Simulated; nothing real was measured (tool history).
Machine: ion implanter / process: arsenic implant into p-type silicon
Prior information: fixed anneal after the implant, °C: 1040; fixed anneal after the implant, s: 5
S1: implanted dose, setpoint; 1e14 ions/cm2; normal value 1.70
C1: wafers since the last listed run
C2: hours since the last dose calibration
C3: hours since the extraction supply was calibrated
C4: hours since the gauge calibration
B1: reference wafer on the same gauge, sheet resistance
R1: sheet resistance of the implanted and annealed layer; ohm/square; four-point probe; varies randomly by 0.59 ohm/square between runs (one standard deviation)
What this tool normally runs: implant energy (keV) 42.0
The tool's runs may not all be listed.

run 1 hour=0.0 | S1=1.43 implant_energy_(keV)=42.0 | C1=0 C2=1081.8 C3=3285.1 C4=985.5 | B1=367.86 | R1=443.44
run 2 hour=67.3 | S1=1.43 implant_energy_(keV)=42.0 | C1=790 C2=1149.1 C3=3352.4 C4=1052.8 | B1=368.03 | R1=443.06
run 3 hour=104.3 | S1=1.82 implant_energy_(keV)=42.0 | C1=434 C2=1186.1 C3=3389.4 C4=1089.8 | B1=368.12 | R1=376.46
run 4 hour=147.6 | S1=1.70 implant_energy_(keV)=42.0 | C1=508 C2=1229.4 C3=3432.7 C4=1133.1 | B1=367.98 | R1=392.75
run 5 hour=201.4 | S1=1.70 implant_energy_(keV)=42.0 | C1=632 C2=1283.2 C3=3486.5 C4=1186.9 | B1=368.06 | R1=393.57
run 6 hour=279.4 | S1=1.70 implant_energy_(keV)=42.0 | C1=916 C2=1361.2 C3=3564.5 C4=1264.9 | B1=368.07 | R1=394.44
run 7 hour=557.5 | S1=1.70 implant_energy_(keV)=42.0 | C1=3268 C2=1639.3 C3=3842.6 C4=1543.0 | B1=367.78 | R1=394.04
run 8 hour=627.0 | S1=1.70 implant_energy_(keV)=42.0 | C1=816 C2=1708.8 C3=3912.1 C4=1612.5 | B1=368.07 | R1=393.70
run 9 hour=720.5 | S1=1.70 implant_energy_(keV)=42.0 | C1=1098 C2=1802.3 C3=4005.6 C4=1706.0 | B1=368.11 | R1=395.72
-- hour=807.4 gauge calibrated
run 10 hour=826.4 | S1=1.70 implant_energy_(keV)=42.0 | C1=1244 C2=1908.2 C3=4111.5 C4=19.0 | B1=367.98 | R1=395.14
run 11 hour=873.1 | S1=1.70 implant_energy_(keV)=42.0 | C1=548 C2=1954.9 C3=4158.2 C4=65.7 | B1=367.99 | R1=395.61
run 12 hour=979.9 | S1=1.70 implant_energy_(keV)=38.0 | C1=1255 C2=2061.7 C3=4265.0 C4=172.5 | B1=368.14 | R1=402.61
-- hour=988.2 extraction supply calibrated
run 13 hour=1050.4 | S1=1.70 implant_energy_(keV)=55.0 | C1=734 C2=2132.2 C3=62.2 C4=243.0 | B1=368.02 | R1=377.23
-- hour=1088.0 Faraday cup replaced and dose calibrated
run 14 hour=1094.5 | S1=1.70 implant_energy_(keV)=42.0 | C1=424 C2=6.5 C3=106.3 C4=287.1 | B1=367.95 | R1=393.25
run 15 hour=1173.4 | S1=2.01 implant_energy_(keV)=28.5 | C1=927 C2=85.4 C3=185.2 C4=366.0 | B1=367.95 | R1=370.50
run 16 hour=1227.3 | S1=1.70 implant_energy_(keV)=42.0 | C1=633 C2=139.3 C3=239.1 C4=419.9 | B1=367.90 | R1=392.64
run 17 hour=1293.9 | S1=1.70 implant_energy_(keV)=42.0 | C1=782 C2=205.9 C3=305.7 C4=486.5 | B1=367.85 | R1=393.48
run 18 hour=1354.4 | S1=1.21 implant_energy_(keV)=42.0 | C1=711 C2=266.4 C3=366.2 C4=547.0 | B1=368.00 | R1=496.32
run 19 hour=1450.5 | S1=1.51 implant_energy_(keV)=29.0 | C1=1129 C2=362.5 C3=462.3 C4=643.1 | B1=367.95 | R1=455.01
run 20 hour=1544.0 | S1=1.70 implant_energy_(keV)=56.5 | C1=1098 C2=456.0 C3=555.8 C4=736.6 | B1=367.89 | R1=373.16
run 21 hour=1587.4 | S1=1.70 implant_energy_(keV)=34.5 | C1=510 C2=499.4 C3=599.2 C4=780.0 | B1=368.02 | R1=406.25
run 22 hour=1656.5 | S1=1.92 implant_energy_(keV)=30.0 | C1=812 C2=568.5 C3=668.3 C4=849.1 | B1=367.95 | R1=380.24
run 23 hour=1726.1 | S1=1.32 implant_energy_(keV)=42.0 | C1=818 C2=638.1 C3=737.9 C4=918.7 | B1=368.01 | R1=467.39
run 24 hour=1789.5 | S1=1.85 implant_energy_(keV)=55.5 | C1=745 C2=701.5 C3=801.3 C4=982.1 | B1=368.00 | R1=352.18

Below are 3 alternative next runs, each starting from the tool's condition after run 24. Predict each:
run A hour=1789.9 | S1=1.89 implant_energy_(keV)=42.0 | C1=4 C2=701.9 C3=801.7 C4=982.5 | B1=? | R1=?
run B hour=1789.9 | S1=2.04 implant_energy_(keV)=37.0 | C1=4 C2=701.9 C3=801.7 C4=982.5 | B1=? | R1=?
run C hour=1789.9 | S1=1.35 implant_energy_(keV)=42.0 | C1=4 C2=701.9 C3=801.7 C4=982.5 | B1=? | R1=?

run=A B1=367.92 R1=364.73
run=B B1=367.92 R1=352.51
run=C B1=367.92 R1=461.00
Had the tool no hidden state, the same runs would have come out as:
run=A R1=364.99
run=B R1=352.77
run=C R1=461.32
